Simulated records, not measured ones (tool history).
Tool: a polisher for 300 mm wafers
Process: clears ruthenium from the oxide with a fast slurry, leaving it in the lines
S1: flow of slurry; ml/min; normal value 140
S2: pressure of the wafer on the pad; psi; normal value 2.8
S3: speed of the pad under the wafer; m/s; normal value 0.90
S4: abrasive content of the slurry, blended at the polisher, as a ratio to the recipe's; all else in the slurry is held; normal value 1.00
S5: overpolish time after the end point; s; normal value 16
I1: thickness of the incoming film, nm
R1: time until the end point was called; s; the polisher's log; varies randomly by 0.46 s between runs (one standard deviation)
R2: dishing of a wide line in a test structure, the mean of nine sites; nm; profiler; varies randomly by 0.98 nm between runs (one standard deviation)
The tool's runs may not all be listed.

| run | hour | S1 | S2 | S3 | S4 | S5 | I1 | R1 | R2 |
|---|---|---|---|---|---|---|---|---|---|
| 1 | 0.0 | 140 | 2.8 | 0.90 | 1.00 | 16 | 139.6 | 38.6 | 46.5 |
|  | 37.2 | slurry nozzle cleaned |
| 2 | 37.7 | 140 | 2.8 | 0.90 | 1.00 | 16 | 141.7 | 38.6 | 45.7 |
| 3 | 89.7 | 140 | 2.8 | 0.90 | 1.00 | 16 | 139.0 | 37.7 | 46.2 |
| 4 | 153.3 | 140 | 2.8 | 0.90 | 1.00 | 16 | 140.2 | 38.0 | 46.6 |
|  | 181.5 | slurry blender recalibrated |
| 5 | 214.7 | 180 | 2.8 | 0.90 | 1.10 | 10 | 140.0 | 35.4 | 32.1 |
|  | 233.5 | worn pad replaced by a new one |
| 6 | 277.2 | 160 | 2.1 | 1.04 | 1.00 | 13 | 141.1 | 41.2 | 35.8 |
| 7 | 309.7 | 140 | 2.8 | 0.90 | 1.00 | 16 | 139.1 | 37.9 | 46.2 |
| 8 | 361.2 | 140 | 2.8 | 0.90 | 1.00 | 16 | 139.0 | 39.0 | 45.2 |
|  | 416.7 | head pressure recalibrated |
| 9 | 420.3 | 90 | 2.8 | 0.90 | 1.00 | 16 | 138.9 | 40.8 | 43.5 |
| 10 | 483.1 | 140 | 2.0 | 0.90 | 1.00 | 16 | 141.0 | 50.3 | 36.7 |
| 11 | 514.2 | 140 | 2.8 | 0.90 | 1.00 | 16 | 140.5 | 39.1 | 46.5 |
| 12 | 574.6 | 140 | 2.8 | 0.64 | 1.00 | 19 | 139.7 | 53.3 | 39.8 |
| 13 | 599.6 | 140 | 2.8 | 0.90 | 1.00 | 16 | 140.4 | 38.9 | 45.3 |
| 14 | 651.3 | 140 | 2.8 | 0.70 | 0.75 | 16 | 140.1 | 54.4 | 33.6 |
|  | 684.8 | slurry blender recalibrated |
|  | 688.8 | slurry nozzle cleaned |
| 15 | 712.2 | 95 | 2.8 | 0.78 | 1.15 | 19 | 141.4 | 45.9 | 46.3 |
| 16 | 748.3 | 125 | 3.3 | 1.02 | 1.00 | 25 | 140.3 | 29.8 | 80.7 |
| 17 | 797.9 | 140 | 2.8 | 0.90 | 1.15 | 16 | 142.1 | 37.7 | 49.3 |
|  | 804.1 | worn pad replaced by a new one |
| 18 | 866.0 | 140 | 2.8 | 0.76 | 1.15 | 21 | 139.3 | 42.7 | 51.0 |
| 19 | 902.2 | 140 | 2.3 | 0.90 | 0.75 | 16 | 142.1 | 51.4 | 37.6 |
| 20 | 938.4 | 165 | 2.8 | 0.90 | 0.90 | 16 | 141.5 | 39.5 | 46.2 |
| 21 | 966.9 | 140 | 1.8 | 0.90 | 1.00 | 25 | 138.8 | 55.0 | 51.0 |
|  | 1063.9 | head pressure recalibrated |
| 22 | 1120.2 | 140 | 2.8 | 0.90 | 1.00 | 16 | 138.5 | 37.8 | 45.7 |
| 23 | 1177.5 | 170 | 2.8 | 0.90 | 1.00 | 6 | 142.1 | 37.6 | 18.9 |
|  | 1180.4 | slurry blender recalibrated |
| 24 | 1231.4 | 140 | 2.8 | 0.90 | 1.00 | 16 | 139.8 | 38.7 | 45.4 |
| 25 | 1274.1 | 140 | 2.8 | 0.90 | 1.00 | 9 | 141.7 | 38.7 | 27.9 |
| 26 | 1345.8 | 140 | 2.8 | 0.90 | 1.00 | 16 | 140.7 | 38.5 | 47.5 |
|  | 1375.0 | worn pad replaced by a new one |
|  | 1409.1 | slurry nozzle cleaned |
| 27 | 1417.2 | 140 | 2.8 | 0.90 | 0.75 | 26 | 139.0 | 42.4 | 61.0 |
| 28 | 1478.0 | 140 | 2.8 | 1.18 | 0.80 | 22 | 139.2 | 32.0 | 69.5 |

Hidden state, per run?
removal rate lost through wear of the pad, %: 0 across all the runs
slurry flow missing at the pad, %: 0 across all the runs
deviation of the head's pressure from its setpoint, %: 0 across all the runs
abrasive missing from the slurry, %: 0 across all the runs

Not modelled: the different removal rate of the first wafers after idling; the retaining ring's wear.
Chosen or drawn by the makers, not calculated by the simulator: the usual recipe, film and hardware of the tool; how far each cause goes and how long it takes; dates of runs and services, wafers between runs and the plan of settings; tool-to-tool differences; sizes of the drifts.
